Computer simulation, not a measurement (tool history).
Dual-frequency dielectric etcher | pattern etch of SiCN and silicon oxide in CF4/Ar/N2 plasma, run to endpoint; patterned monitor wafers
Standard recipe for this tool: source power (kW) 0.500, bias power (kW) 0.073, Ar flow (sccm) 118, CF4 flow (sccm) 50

| run | hour | source power (kW) | bias power (kW) | Ar flow (sccm) | CF4 flow (sccm) | wafers since the last listed run | hours since the last wet clean | hours since the last source power generator calibration | hours since the last bias power generator calibration | hours since the last Ar flow controller change | hours since the last CF4 flow controller change | hours since the last upper electrode change | incoming incoming film thickness, nm | endpoint time (s) |
|---|---|---|---|---|---|---|---|---|---|---|---|---|---|---|
| 1 | 0.0 | 0.500 | 0.073 | 118 | 50 | 0 | 278.1 | 3477.3 | 1914.3 | 3962.5 | 2805.1 | 3361.8 | 18.05 | 19.2 |
| 2 | 53.3 | 0.500 | 0.073 | 118 | 50 | 640 | 331.4 | 3530.6 | 1967.6 | 4015.8 | 2858.4 | 3415.1 | 17.96 | 19.0 |
| 3 | 121.2 | 0.500 | 0.073 | 118 | 50 | 815 | 399.3 | 3598.5 | 2035.5 | 4083.7 | 2926.3 | 3483.0 | 17.91 | 18.8 |
| 4 | 170.9 | 0.500 | 0.073 | 118 | 50 | 597 | 449.0 | 3648.2 | 2085.2 | 4133.4 | 2976.0 | 3532.7 | 17.84 | 18.6 |
|  | 201.5 | wet clean of the chamber |
| 5 | 230.0 | 0.500 | 0.073 | 118 | 50 | 421 | 28.5 | 3707.3 | 2144.3 | 4192.5 | 3035.1 | 3591.8 | 17.96 | 19.4 |
|  | 298.2 | upper electrode replaced |
| 6 | 298.7 | 0.500 | 0.073 | 118 | 50 | 536 | 97.2 | 3776.0 | 2213.0 | 4261.2 | 3103.8 | 0.5 | 17.99 | 19.3 |
| 7 | 339.7 | 0.500 | 0.063 | 118 | 50 | 492 | 138.2 | 3817.0 | 2254.0 | 4302.2 | 3144.8 | 41.5 | 18.00 | 19.9 |
|  | 352.5 | CF4 flow controller replaced |
| 8 | 380.8 | 0.500 | 0.063 | 118 | 50 | 421 | 179.3 | 3858.1 | 2295.1 | 4343.3 | 28.3 | 82.6 | 17.94 | 19.7 |
|  | 398.0 | bias power generator calibrated |
| 9 | 420.5 | 0.500 | 0.063 | 118 | 50 | 428 | 219.0 | 3897.8 | 22.5 | 4383.0 | 68.0 | 122.3 | 18.03 | 19.8 |
| 10 | 452.1 | 0.500 | 0.073 | 118 | 55 | 379 | 250.6 | 3929.4 | 54.1 | 4414.6 | 99.6 | 153.9 | 18.03 | 18.9 |
|  | 516.2 | source power generator calibrated |
| 11 | 516.7 | 0.560 | 0.087 | 148 | 58 | 727 | 315.2 | 0.5 | 118.7 | 4479.2 | 164.2 | 218.5 | 18.17 | 17.6 |
| 12 | 547.8 | 0.400 | 0.061 | 135 | 54 | 373 | 346.3 | 31.6 | 149.8 | 4510.3 | 195.3 | 249.6 | 18.10 | 22.0 |
|  | 577.7 | Ar flow controller replaced |
|  | 601.8 | wet clean of the chamber |
| 13 | 602.3 | 0.500 | 0.073 | 118 | 54 | 294 | 0.5 | 86.1 | 204.3 | 24.6 | 249.8 | 304.1 | 18.05 | 19.5 |
| 14 | 651.9 | 0.500 | 0.073 | 143 | 50 | 595 | 50.1 | 135.7 | 253.9 | 74.2 | 299.4 | 353.7 | 18.06 | 20.2 |
| 15 | 690.6 | 0.500 | 0.078 | 102 | 60 | 464 | 88.8 | 174.4 | 292.6 | 112.9 | 338.1 | 392.4 | 18.06 | 18.5 |
| 16 | 729.4 | 0.500 | 0.059 | 97 | 58 | 466 | 127.6 | 213.2 | 331.4 | 151.7 | 376.9 | 431.2 | 18.07 | 19.4 |
| 17 | 799.3 | 0.600 | 0.063 | 133 | 50 | 839 | 197.5 | 283.1 | 401.3 | 221.6 | 446.8 | 501.1 | 17.80 | 18.4 |
| 18 | 844.4 | 0.500 | 0.073 | 118 | 50 | 541 | 242.6 | 328.2 | 446.4 | 266.7 | 491.9 | 546.2 | 17.91 | 19.1 |
| 19 | 893.4 | 0.380 | 0.073 | 118 | 54 | 588 | 291.6 | 377.2 | 495.4 | 315.7 | 540.9 | 595.2 | 18.13 | 21.4 |
| 20 | 918.9 | 0.500 | 0.073 | 118 | 50 | 306 | 317.1 | 402.7 | 520.9 | 341.2 | 566.4 | 620.7 | 17.90 | 19.0 |

Below, each run's measurement less what the same run would have read without the hidden state. Both values contain the same run-to-run variation, but the gauge's scatter may not be the same in both:
Hidden state at play: etch rate over this chamber's usual, %; source power that arrives over what is set, %; bias power that arrives over what is set, %; Ar flow that arrives over what is set, %; CF4 flow that arrives over what is set, %.
| run | endpoint time (s) |
|---|---|
| 1 | -0.5 |
| 2 | -0.6 |
| 3 | -0.7 |
| 4 | -0.8 |
| 5 | -0.2 |
| 6 | -0.4 |
| 7 | -0.4 |
| 8 | -0.5 |
| 9 | -0.5 |
| 10 | -0.6 |
| 11 | -0.6 |
| 12 | -0.9 |
| 13 | +0.0 |
| 14 | -0.1 |
| 15 | -0.1 |
| 16 | -0.2 |
| 17 | -0.3 |
| 18 | -0.5 |
| 19 | -0.6 |
| 20 | -0.5 |
